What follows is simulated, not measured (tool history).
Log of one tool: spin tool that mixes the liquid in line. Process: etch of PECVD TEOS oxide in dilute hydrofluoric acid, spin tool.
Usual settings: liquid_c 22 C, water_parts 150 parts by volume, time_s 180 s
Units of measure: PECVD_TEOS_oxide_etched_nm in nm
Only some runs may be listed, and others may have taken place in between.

run,hour,liquid_c,water_parts,time_s,"read-back film thickness of the PECVD TEOS oxide reference wafer, read on the same gauge (nm)",PECVD_TEOS_oxide_etched_nm
1,0,22,150,180,90,20.41
2,33.8,22,150,180,90.01,20.3
3,68.8,22,150,180,89.97,20.09
4,91,22,150,180,89.99,20.12
# hour 100.2: thermometer replaced
5,113.1,22,150,110,90,12.18
# hour 137.9: hydrofluoric acid flow meter replaced
6,145,22,150,110,90.01,12.2
7,177.7,22,150,110,89.99,12.19
8,212.9,22,150,180,90.01,20.15
9,250.2,22,150,180,90.01,20.09
10,279.4,22,90,180,90.01,36.2
11,296.5,22,150,180,89.99,20.35
12,316.4,22,75,180,89.99,43.92
13,331.8,26.5,130,265,90.01,41.6
14,366.5,22,150,180,89.99,20.15
15,391.7,22,150,180,90,20.22
16,411.2,18,190,280,90,20.26
# hour 427.5: gauge calibrated
17,444.7,22,150,180,89.99,20.05
18,465.3,19,190,85,90.01,6.47
19,481.8,26,100,180,90.01,37.48
20,542.9,22,80,180,90,40.54
21,564.2,26.5,125,250,89.99,40.92
22,593.6,26,150,180,90.01,23.46
23,613.4,22,150,180,90.01,20.25
24,638,22,150,180,89.99,20.02
25,654,19,150,285,90,28.34
26,687.9,26,90,265,89.99,62.39
# hour 695.2: hydrofluoric acid flow meter replaced
27,721.7,22,150,180,89.99,20.22
28,734.3,22,185,180,90,15.72
29,760.7,22,185,210,90,18.23
30,783.9,26.5,95,225,89.99,50.49
31,802,19,150,80,89.99,8
32,818.9,19,215,140,90.02,9.09
33,833.8,22,150,180,90.01,20.13

State the hidden condition of the tool at each of the runs:
liquid colder than its thermometer reads (K): 0 at every run
hydrofluoric acid flow above the setpoint (%): 0 at every run
gauge reads high (%): 0 at every run

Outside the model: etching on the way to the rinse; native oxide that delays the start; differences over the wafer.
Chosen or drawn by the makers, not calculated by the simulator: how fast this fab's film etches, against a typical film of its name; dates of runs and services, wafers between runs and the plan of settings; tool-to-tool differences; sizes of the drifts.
